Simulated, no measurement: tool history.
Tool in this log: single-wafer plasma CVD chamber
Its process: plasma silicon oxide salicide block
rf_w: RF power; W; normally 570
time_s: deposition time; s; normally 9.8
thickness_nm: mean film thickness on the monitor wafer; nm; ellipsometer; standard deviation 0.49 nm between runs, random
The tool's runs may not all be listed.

run,hour,rf_w,time_s,"read-back reference wafer on the same gauge, thickness_nm",thickness_nm
1,0,570,9.8,91.127,91.457
2,21.6,570,9.8,91.169,90.573
3,57.4,655,9.8,91.132,96.55
4,82,570,9.8,91.273,92.076
5,104.8,570,9.8,91.265,91.105
6,133.9,570,9.8,91.237,91.586
7,159.9,570,9.8,91.308,90.521
8,253.7,570,9.8,91.195,90.375
9,266.7,570,9.8,91.264,89.643
10,294,570,9.8,91.112,90.548
11,313.9,570,9.8,91.225,89.954
12,334.6,570,9.8,91.291,90.183
13,354.7,570,9.8,91.209,89.725
14,385.4,570,9.8,91.224,89.573
15,424.6,570,9.8,91.226,89.896
16,440.1,570,9.8,91.3,88.941
17,452.1,570,9.8,91.162,89.808
# hour 540.9: RF generator calibrated
18,560.1,570,9.02,91.343,80.911
19,595.8,570,9.02,91.209,80.144
20,627.5,520,9.8,91.237,84.027
21,645.3,540,8.88,91.145,77.283
22,663.8,540,8.88,91.243,76.8
23,686,570,7.86,91.242,69.232
24,704.5,570,11.76,91.215,105.281
25,738.1,610,9.2,91.163,84.362
# hour 749.6: RF generator calibrated, repeated, since the last time left the tool worse
26,772,645,10.95,91.196,110.034

Run 27 has not been measured yet. What should we expect?
27,798,570,9.8,?,?

read-back reference wafer on the same gauge, thickness_nm: 91.126
thickness_nm: 91.623 nm
If the tool had no hidden condition, the same run with the same run-to-run variation would have returned thickness_nm 91.863 nm.
